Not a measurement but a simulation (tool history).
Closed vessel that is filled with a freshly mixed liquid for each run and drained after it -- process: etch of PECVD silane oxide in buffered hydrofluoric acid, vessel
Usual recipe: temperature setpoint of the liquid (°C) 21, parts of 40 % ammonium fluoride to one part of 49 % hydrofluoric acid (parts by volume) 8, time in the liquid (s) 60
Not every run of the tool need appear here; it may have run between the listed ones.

run    hour  temperature setpoint of the liquid (°C)  parts of 40 % ammonium fluoride to one part of 49 % hydrofluoric acid (parts by volume)  time in the liquid (s)  read-back film thickness of the PECVD silane oxide reference wafer, read on the same gauge (nm)  thickness taken off the PECVD silane oxide on a monitor wafer (angstrom)
  1       0                                       21                                                                                        8                      60                                                                                           140.02                                                                     882.8
  2    60.6                                       21                                                                                        8                      60                                                                                           139.98                                                                     881.4
  3    91.1                                       21                                                                                        8                      60                                                                                           139.97                                                                     877.9
  4   152.6                                       21                                                                                        8                      60                                                                                           140.01                                                                     877.6
  5   189.7                                       21                                                                                        8                      60                                                                                           139.99                                                                     879.9
  6   232.9                                       21                                                                                        8                      60                                                                                           139.98                                                                     863.7
  7   262.3                                       21                                                                                        8                      60                                                                                           140.02                                                                     866.1
  8   287.9                                       21                                                                                        8                      60                                                                                           139.99                                                                     862.8
  9   321.3                                       21                                                                                        8                      60                                                                                           140.01                                                                     865.9
        368  -- thermometer replaced
 10   385.3                                       21                                                                                        8                      60                                                                                           139.99                                                                     944.3
 11   419.9                                       21                                                                                        8                      60                                                                                              140                                                                     937.9
      479.3  -- gauge calibrated
 12   491.1                                       21                                                                                        8                      60                                                                                           139.98                                                                     927.8
 13   516.5                                       21                                                                                        8                      60                                                                                           140.02                                                                       932
 14     564                                     24.5                                                                                        9                      50                                                                                           140.02                                                                       847
 15   617.9                                       25                                                                                        7                      45                                                                                           139.97                                                                    1002.2
 16   661.3                                       21                                                                                        8                      40                                                                                           140.01                                                                     613.2
 17   696.7                                       21                                                                                       11                      70                                                                                           139.99                                                                     809.3
 18   752.1                                       21                                                                                        8                      50                                                                                           139.99                                                                     761.7
      845.1  -- hydrofluoric acid flow meter replaced
 19   845.6                                       21                                                                                        8                      60                                                                                           140.01                                                                     964.8
 20  1059.8                                     19.5                                                                                        6                      50                                                                                           139.99                                                                     966.3
 21  1121.2                                     17.5                                                                                      5.5                      85                                                                                           139.99                                                                      1561
 22  1161.3                                       21                                                                                        8                      60                                                                                              140                                                                     945.1
 23  1188.5                                     22.5                                                                                        8                      40                                                                                           139.98                                                                       684

For run 24, what comes out?
 24  1224.1                                       26                                                                                        8                      60                                                                                                ?                                                                         ?

Run 24 came out at read-back film thickness of the PECVD silane oxide reference wafer, read on the same gauge (nm) 139.99, thickness taken off the PECVD silane oxide on a monitor wafer (angstrom) 1244.
Had the tool carried no hidden state, the very same run would have given thickness taken off the PECVD silane oxide on a monitor wafer (angstrom) 1304.5.
